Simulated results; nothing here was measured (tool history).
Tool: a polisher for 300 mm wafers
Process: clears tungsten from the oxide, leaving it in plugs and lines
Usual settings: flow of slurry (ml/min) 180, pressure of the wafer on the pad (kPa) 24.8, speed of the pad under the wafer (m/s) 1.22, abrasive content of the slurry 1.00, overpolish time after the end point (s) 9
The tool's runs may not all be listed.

run	hour	flow of slurry (ml/min)	pressure of the wafer on the pad (kPa)	speed of the pad under the wafer (m/s)	abrasive content of the slurry	overpolish time after the end point (s)	incoming thickness of the incoming film, nm	time until the end point was called (s)
1	0.0	180	24.8	1.22	1.00	9	544.1	87.9
2	17.2	180	24.8	1.22	1.00	9	535.5	85.6
3	25.4	180	24.8	1.22	1.00	9	536.4	83.7
# hour 34.8: head pressure recalibrated
# hour 35.1: slurry nozzle cleaned
4	35.6	180	24.8	1.22	1.00	9	538.6	87.2
5	43.1	180	24.8	1.22	1.20	9	539.2	80.3
6	55.5	180	24.8	1.22	1.00	9	546.7	90.8
7	71.6	180	24.8	1.22	0.80	9	544.5	98.3
8	79.4	180	24.8	1.22	1.00	9	540.1	89.8
# hour 85.4: slurry tank refilled with fresh slurry and peroxide
# hour 87.7: worn pad replaced by a new one
9	88.2	210	30.3	1.22	1.00	9	535.8	67.8
10	95.8	150	17.2	1.22	1.20	11	532.7	118.4
11	102.7	125	20.0	1.22	1.00	9	546.1	117.1
12	119.7	115	24.8	1.22	1.00	9	539.4	94.5
13	130.2	180	24.8	1.22	1.00	9	539.7	86.5
14	141.8	180	24.8	1.22	1.00	9	544.2	86.8
15	154.0	180	24.8	1.22	1.00	9	542.2	88.8
16	166.3	230	24.8	1.22	1.00	9	540.5	85.0
17	181.8	180	24.8	1.22	1.00	9	538.6	89.1
# hour 201.6: worn pad replaced by a new one
18	202.1	180	24.8	1.22	1.00	9	547.5	90.0
# hour 204.7: slurry tank refilled with fresh slurry and peroxide
19	205.8	180	24.8	1.22	1.00	4	542.1	86.5
20	220.3	180	24.8	1.22	1.30	9	547.8	81.3
21	229.9	135	31.7	1.22	1.25	13	531.2	65.9
22	244.6	180	17.9	1.22	1.00	5	535.0	122.9
23	258.7	150	24.8	1.22	1.00	9	534.4	92.5
24	270.7	180	24.8	1.22	1.00	9	541.6	91.6
25	284.4	180	27.6	1.22	1.25	9	534.1	75.8
26	296.7	180	24.8	1.22	1.00	9	550.7	95.5
# hour 299.7: slurry tank refilled with fresh slurry and peroxide
# hour 307.1: worn pad replaced by a new one
27	314.1	150	17.9	1.22	1.00	11	549.1	126.5

3 ways to go on from here, each from the tool as it stands after run 27. What would each give?
A	314.6	180	24.8	1.46	1.00	9	544.8	?
B	314.6	180	24.8	1.22	1.25	9	544.8	?
C	314.6	180	24.8	1.06	1.20	9	544.8	?

run	time until the end point was called (s)
A	77.6
B	82.0
C	92.1
Without the tool's hidden state the same runs would have given:
run	time until the end point was called (s)
A	76.5
B	81.0
C	90.9
